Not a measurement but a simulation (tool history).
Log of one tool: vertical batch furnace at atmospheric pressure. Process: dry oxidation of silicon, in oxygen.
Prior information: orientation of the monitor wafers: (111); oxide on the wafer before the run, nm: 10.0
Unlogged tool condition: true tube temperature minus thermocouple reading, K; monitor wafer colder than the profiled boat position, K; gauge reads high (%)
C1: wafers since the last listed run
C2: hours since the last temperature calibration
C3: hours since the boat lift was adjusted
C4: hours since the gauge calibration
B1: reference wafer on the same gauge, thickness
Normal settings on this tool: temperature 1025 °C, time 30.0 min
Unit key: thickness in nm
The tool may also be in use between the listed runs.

run 1 hour=0.0 | temperature=1025 time=30.0 | C1=0 C2=3827.0 C3=4307.2 C4=152.9 | B1=57.60 | thickness=54.56
run 2 hour=21.8 | temperature=1025 time=30.0 | C1=323 C2=3848.8 C3=4329.0 C4=174.7 | B1=57.54 | thickness=54.63
run 3 hour=54.3 | temperature=1039 time=21.0 | C1=482 C2=3881.3 C3=4361.5 C4=207.2 | B1=57.63 | thickness=47.92
run 4 hour=68.0 | temperature=1025 time=30.0 | C1=203 C2=3895.0 C3=4375.2 C4=220.9 | B1=57.62 | thickness=54.75
run 5 hour=94.8 | temperature=1025 time=30.0 | C1=397 C2=3921.8 C3=4402.0 C4=247.7 | B1=57.68 | thickness=54.65
run 6 hour=118.8 | temperature=1025 time=30.0 | C1=356 C2=3945.8 C3=4426.0 C4=271.7 | B1=57.69 | thickness=54.74
run 7 hour=136.0 | temperature=1025 time=30.0 | C1=255 C2=3963.0 C3=4443.2 C4=288.9 | B1=57.71 | thickness=54.60
-- hour=167.2 thermocouples replaced and temperature profile calibrated
run 8 hour=167.7 | temperature=1025 time=22.5 | C1=114 C2=0.5 C3=4474.9 C4=320.6 | B1=57.77 | thickness=46.13
run 9 hour=174.7 | temperature=1025 time=22.5 | C1=103 C2=7.5 C3=4481.9 C4=327.6 | B1=57.73 | thickness=46.18
run 10 hour=192.0 | temperature=1025 time=30.0 | C1=256 C2=24.8 C3=4499.2 C4=344.9 | B1=57.72 | thickness=54.87
run 11 hour=204.0 | temperature=1047 time=20.5 | C1=178 C2=36.8 C3=4511.2 C4=356.9 | B1=57.75 | thickness=49.68
-- hour=223.1 gauge calibrated
run 12 hour=231.3 | temperature=1025 time=30.0 | C1=405 C2=64.1 C3=4538.5 C4=8.2 | B1=57.39 | thickness=54.56
-- hour=265.2 boat lift adjusted
run 13 hour=265.7 | temperature=1013 time=44.0 | C1=154 C2=98.5 C3=0.5 C4=42.6 | B1=57.45 | thickness=63.52
run 14 hour=281.6 | temperature=1035 time=30.0 | C1=235 C2=114.4 C3=16.4 C4=58.5 | B1=57.43 | thickness=57.87
run 15 hour=307.5 | temperature=1025 time=34.0 | C1=384 C2=140.3 C3=42.3 C4=84.4 | B1=57.47 | thickness=58.80
run 16 hour=336.4 | temperature=1015 time=43.5 | C1=428 C2=169.2 C3=71.2 C4=113.3 | B1=57.51 | thickness=63.95
run 17 hour=372.8 | temperature=1025 time=30.0 | C1=540 C2=205.6 C3=107.6 C4=149.7 | B1=57.56 | thickness=54.56
run 18 hour=388.8 | temperature=1048 time=22.0 | C1=237 C2=221.6 C3=123.6 C4=165.7 | B1=57.56 | thickness=51.97

Below are 5 alternative next runs, each starting from the tool's condition after run 18. Predict each:
run A hour=393.0 | temperature=1025 time=30.0 | C1=62 C2=225.8 C3=127.8 C4=169.9 | B1=? | thickness=?
run B hour=393.0 | temperature=1017 time=30.0 | C1=62 C2=225.8 C3=127.8 C4=169.9 | B1=? | thickness=?
run C hour=393.0 | temperature=1001 time=20.5 | C1=62 C2=225.8 C3=127.8 C4=169.9 | B1=? | thickness=?
run D hour=393.0 | temperature=1014 time=30.0 | C1=62 C2=225.8 C3=127.8 C4=169.9 | B1=? | thickness=?
run E hour=393.0 | temperature=1034 time=21.5 | C1=62 C2=225.8 C3=127.8 C4=169.9 | B1=? | thickness=?

run=A B1=57.51 thickness=54.46
run=B B1=57.51 thickness=51.68
run=C B1=57.51 thickness=36.78
run=D B1=57.51 thickness=50.60
run=E B1=57.51 thickness=47.13
Stripped of hidden state, with their random variation kept, the same runs would have yielded:
run=A thickness=54.31
run=B thickness=51.53
run=C thickness=36.68
run=D thickness=50.46
run=E thickness=47.00

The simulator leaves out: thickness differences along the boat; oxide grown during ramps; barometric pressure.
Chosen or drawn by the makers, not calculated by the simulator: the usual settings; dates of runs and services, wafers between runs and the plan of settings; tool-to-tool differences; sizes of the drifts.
